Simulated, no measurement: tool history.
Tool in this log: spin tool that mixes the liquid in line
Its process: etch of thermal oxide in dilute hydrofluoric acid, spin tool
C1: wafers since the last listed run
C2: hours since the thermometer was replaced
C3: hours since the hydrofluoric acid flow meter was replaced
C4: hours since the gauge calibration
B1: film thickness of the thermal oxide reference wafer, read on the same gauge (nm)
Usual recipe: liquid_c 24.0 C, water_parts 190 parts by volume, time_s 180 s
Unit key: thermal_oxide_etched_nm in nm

{"run": 1, "hour": 0.0, "liquid_c": 21.5, "water_parts": 190, "time_s": 180, "C1": 0, "C2": 2783.3, "C3": 1740.3, "C4": 33.2, "B1": 130.039, "thermal_oxide_etched_nm": 4.128}
{"run": 2, "hour": 18.2, "liquid_c": 21.5, "water_parts": 190, "time_s": 180, "C1": 119, "C2": 2801.5, "C3": 1758.5, "C4": 51.4, "B1": 129.986, "thermal_oxide_etched_nm": 4.098}
{"run": 3, "hour": 45.3, "liquid_c": 24.0, "water_parts": 150, "time_s": 180, "C1": 177, "C2": 2828.6, "C3": 1785.6, "C4": 78.5, "B1": 129.966, "thermal_oxide_etched_nm": 6.04}
{"run": 4, "hour": 88.9, "liquid_c": 24.0, "water_parts": 150, "time_s": 180, "C1": 285, "C2": 2872.2, "C3": 1829.2, "C4": 122.1, "B1": 129.992, "thermal_oxide_etched_nm": 6.009}
{"run": 5, "hour": 115.3, "liquid_c": 24.0, "water_parts": 150, "time_s": 180, "C1": 172, "C2": 2898.6, "C3": 1855.6, "C4": 148.5, "B1": 130.005, "thermal_oxide_etched_nm": 6.0}
{"run": 6, "hour": 137.8, "liquid_c": 24.0, "water_parts": 190, "time_s": 180, "C1": 147, "C2": 2921.1, "C3": 1878.1, "C4": 171.0, "B1": 129.973, "thermal_oxide_etched_nm": 4.534}
{"run": 7, "hour": 170.5, "liquid_c": 24.0, "water_parts": 190, "time_s": 180, "C1": 213, "C2": 2953.8, "C3": 1910.8, "C4": 203.7, "B1": 129.97, "thermal_oxide_etched_nm": 4.535}
{"run": 8, "hour": 257.9, "liquid_c": 24.0, "water_parts": 190, "time_s": 180, "C1": 571, "C2": 3041.2, "C3": 1998.2, "C4": 291.1, "B1": 130.001, "thermal_oxide_etched_nm": 4.622}
{"run": 9, "hour": 278.4, "liquid_c": 24.0, "water_parts": 190, "time_s": 180, "C1": 134, "C2": 3061.7, "C3": 2018.7, "C4": 311.6, "B1": 130.007, "thermal_oxide_etched_nm": 4.622}
{"run": 10, "hour": 304.6, "liquid_c": 24.0, "water_parts": 190, "time_s": 180, "C1": 171, "C2": 3087.9, "C3": 2044.9, "C4": 337.8, "B1": 130.052, "thermal_oxide_etched_nm": 4.533}
{"hour": 327.5, "done": "hydrofluoric acid flow meter replaced"}
{"run": 11, "hour": 332.0, "liquid_c": 24.0, "water_parts": 190, "time_s": 180, "C1": 172, "C2": 3115.3, "C3": 4.5, "C4": 365.2, "B1": 130.006, "thermal_oxide_etched_nm": 4.133}
{"run": 12, "hour": 345.1, "liquid_c": 24.0, "water_parts": 190, "time_s": 180, "C1": 85, "C2": 3128.4, "C3": 17.6, "C4": 378.3, "B1": 130.014, "thermal_oxide_etched_nm": 4.095}
{"run": 13, "hour": 378.0, "liquid_c": 24.0, "water_parts": 190, "time_s": 180, "C1": 215, "C2": 3161.3, "C3": 50.5, "C4": 411.2, "B1": 129.979, "thermal_oxide_etched_nm": 4.099}
{"run": 14, "hour": 394.0, "liquid_c": 21.0, "water_parts": 190, "time_s": 180, "C1": 104, "C2": 3177.3, "C3": 66.5, "C4": 427.2, "B1": 129.985, "thermal_oxide_etched_nm": 3.668}
{"hour": 404.5, "done": "thermometer replaced"}
{"hour": 405.4, "done": "gauge calibrated"}
{"run": 15, "hour": 428.1, "liquid_c": 20.0, "water_parts": 190, "time_s": 220, "C1": 216, "C2": 23.6, "C3": 100.6, "C4": 22.7, "B1": 130.022, "thermal_oxide_etched_nm": 4.325}
{"run": 16, "hour": 452.9, "liquid_c": 22.0, "water_parts": 250, "time_s": 90, "C1": 162, "C2": 48.4, "C3": 125.4, "C4": 47.5, "B1": 130.02, "thermal_oxide_etched_nm": 1.364}
{"run": 17, "hour": 486.7, "liquid_c": 24.0, "water_parts": 190, "time_s": 180, "C1": 221, "C2": 82.2, "C3": 159.2, "C4": 81.3, "B1": 130.007, "thermal_oxide_etched_nm": 4.149}
{"run": 18, "hour": 503.3, "liquid_c": 19.5, "water_parts": 190, "time_s": 95, "C1": 108, "C2": 98.8, "C3": 175.8, "C4": 97.9, "B1": 130.007, "thermal_oxide_etched_nm": 1.839}
{"run": 19, "hour": 522.5, "liquid_c": 19.5, "water_parts": 225, "time_s": 180, "C1": 125, "C2": 118.0, "C3": 195.0, "C4": 117.1, "B1": 129.989, "thermal_oxide_etched_nm": 2.864}
{"run": 20, "hour": 548.1, "liquid_c": 21.5, "water_parts": 140, "time_s": 75, "C1": 167, "C2": 143.6, "C3": 220.6, "C4": 142.7, "B1": 130.004, "thermal_oxide_etched_nm": 2.251}
{"run": 21, "hour": 579.7, "liquid_c": 28.0, "water_parts": 190, "time_s": 130, "C1": 206, "C2": 175.2, "C3": 252.2, "C4": 174.3, "B1": 129.971, "thermal_oxide_etched_nm": 3.459}
{"run": 22, "hour": 600.8, "liquid_c": 24.0, "water_parts": 190, "time_s": 180, "C1": 137, "C2": 196.3, "C3": 273.3, "C4": 195.4, "B1": 129.971, "thermal_oxide_etched_nm": 4.198}
{"run": 23, "hour": 618.6, "liquid_c": 24.0, "water_parts": 190, "time_s": 180, "C1": 116, "C2": 214.1, "C3": 291.1, "C4": 213.2, "B1": 130.027, "thermal_oxide_etched_nm": 4.216}
{"run": 24, "hour": 631.1, "liquid_c": 29.0, "water_parts": 230, "time_s": 180, "C1": 81, "C2": 226.6, "C3": 303.6, "C4": 225.7, "B1": 129.957, "thermal_oxide_etched_nm": 3.943}

The next listed run, before its measurement:
{"run": 25, "hour": 652.5, "liquid_c": 28.5, "water_parts": 130, "time_s": 75, "C1": 139, "C2": 248.0, "C3": 325.0, "C4": 247.1, "B1": "?", "thermal_oxide_etched_nm": "?"}

B1: 129.981
thermal_oxide_etched_nm: 3.217 nm
The same run, on a tool lacking any hidden state, would have yielded thermal_oxide_etched_nm 3.141 nm.

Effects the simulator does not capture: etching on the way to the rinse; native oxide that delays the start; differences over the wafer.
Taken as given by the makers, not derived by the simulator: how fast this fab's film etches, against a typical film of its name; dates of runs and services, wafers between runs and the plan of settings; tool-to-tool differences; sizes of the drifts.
